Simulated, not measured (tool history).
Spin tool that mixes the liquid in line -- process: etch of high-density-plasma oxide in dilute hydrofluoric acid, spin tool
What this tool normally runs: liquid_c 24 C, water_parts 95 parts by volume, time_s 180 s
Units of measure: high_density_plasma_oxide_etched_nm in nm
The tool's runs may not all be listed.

run	hour	liquid_c	water_parts	time_s	read-back film thickness of the high-density-plasma oxide reference wafer, read on the same gauge (nm)	high_density_plasma_oxide_etched_nm
1	0	24	95	180	99.99	11.6
2	54.3	24	95	180	99.99	11.58
3	95.5	24	95	180	99.99	11.64
4	125.2	24	95	180	99.99	11.59
5	256	28	75	180	100.01	17.75
6	322.9	24	95	180	99.98	11.63
7	352.1	24	95	180	99.99	11.9
# hour 499.3: thermometer replaced
8	529.2	24	75	180	100	14.42
# hour 571.1: gauge calibrated
9	578.1	24	75	180	100.01	14.44
10	624.2	24	75	180	100	14.36
11	695.3	24	95	225	100.01	14.1
12	752.7	24	115	180	100	9.16
13	782.6	19	65	180	100.01	13.98
# hour 834.2: hydrofluoric acid flow meter replaced
14	871.4	27.5	95	180	99.99	14.14
15	902	22.5	110	105	100.03	5.75
16	967	24	140	85	99.99	3.76
17	1034.3	24	95	180	99.97	12.45
18	1082.4	24	95	180	100	12.38
19	1113.9	22.5	125	180	100.02	8.58
20	1171	21.5	60	180	100	18.87
21	1197	24	50	180	100.02	25.36

Hidden state or all else? Some run-to-run changes of high_density_plasma_oxide_etched_nm, split into what the settings, what came in and random variation would give without the hidden state, and what is left for the hidden state (with any gauge scatter that isn't in both results):
What the log doesn't record here: liquid hotter than its thermometer reads (K); hydrofluoric acid flow below the setpoint (%); gauge reads high (%).
Run 7 -> 8: water_parts 95 -> 75, thermometer replaced. high_density_plasma_oxide_etched_nm +2.52 nm: hidden state -0.93, all else +3.45.
Run 13 -> 14: liquid_c 19 -> 27.5, water_parts 65 -> 95, hydrofluoric acid flow meter replaced. high_density_plasma_oxide_etched_nm +0.16 nm: hidden state +1.13, all else -0.97.
Run 16 -> 17: water_parts 140 -> 95, time_s 85 -> 180. high_density_plasma_oxide_etched_nm +8.69 nm: hidden state +0.49, all else +8.2.
Run 19 -> 20: liquid_c 22.5 -> 21.5, water_parts 125 -> 60. high_density_plasma_oxide_etched_nm +10.29 nm: hidden state +0.77, all else +9.52.

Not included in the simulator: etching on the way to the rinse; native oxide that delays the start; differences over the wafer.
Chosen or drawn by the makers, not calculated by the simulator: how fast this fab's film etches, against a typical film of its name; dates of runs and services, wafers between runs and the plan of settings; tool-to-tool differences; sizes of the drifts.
